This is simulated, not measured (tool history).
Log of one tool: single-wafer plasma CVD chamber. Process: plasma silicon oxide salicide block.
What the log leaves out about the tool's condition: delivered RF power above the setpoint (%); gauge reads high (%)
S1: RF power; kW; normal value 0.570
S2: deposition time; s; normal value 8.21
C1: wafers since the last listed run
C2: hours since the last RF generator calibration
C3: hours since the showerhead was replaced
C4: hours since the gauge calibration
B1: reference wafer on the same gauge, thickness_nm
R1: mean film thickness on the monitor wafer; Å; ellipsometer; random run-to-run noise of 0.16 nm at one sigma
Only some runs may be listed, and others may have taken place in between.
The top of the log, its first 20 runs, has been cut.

run,hour,S1,S2,C1,C2,C3,C4,B1,R1
# hour 451.7: gauge calibrated
21,459.5,0.465,9.68,1010,2272.3,182.1,7.8,64.293,784.16
# hour 489.1: RF generator calibrated
22,512.8,0.570,8.21,1300,23.7,235.4,61.1,64.300,744.20
23,533.9,0.475,6.83,605,44.8,256.5,82.2,64.364,574.17
24,564.5,0.635,9.84,878,75.4,287.1,112.8,64.309,928.93
25,597.1,0.610,9.33,935,108.0,319.7,145.4,64.338,866.63
26,614.2,0.465,9.68,490,125.1,336.8,162.5,64.261,807.94
27,635.6,0.475,6.83,614,146.5,358.2,183.9,64.298,573.68
28,659.0,0.610,8.21,671,169.9,381.6,207.3,64.353,762.03
29,685.2,0.480,7.02,752,196.1,407.8,233.5,64.308,591.07
30,714.8,0.660,7.48,849,225.7,437.4,263.1,64.280,713.49
31,767.2,0.570,8.21,1504,278.1,489.8,315.5,64.337,738.26
32,795.3,0.490,9.66,806,306.2,517.9,343.6,64.303,819.92

Forecast each of these 3 alternatives for the next run:
A,795.7,0.570,8.21,11,306.6,518.3,344.0,?,?
B,795.7,0.475,9.22,11,306.6,518.3,344.0,?,?
C,795.7,0.485,7.31,11,306.6,518.3,344.0,?,?

run,B1,R1
A,64.304,738.55
B,64.304,769.97
C,64.304,615.83
With no hidden state in the tool, these same runs would have given:
run,R1
A,749.10
B,780.96
C,624.62

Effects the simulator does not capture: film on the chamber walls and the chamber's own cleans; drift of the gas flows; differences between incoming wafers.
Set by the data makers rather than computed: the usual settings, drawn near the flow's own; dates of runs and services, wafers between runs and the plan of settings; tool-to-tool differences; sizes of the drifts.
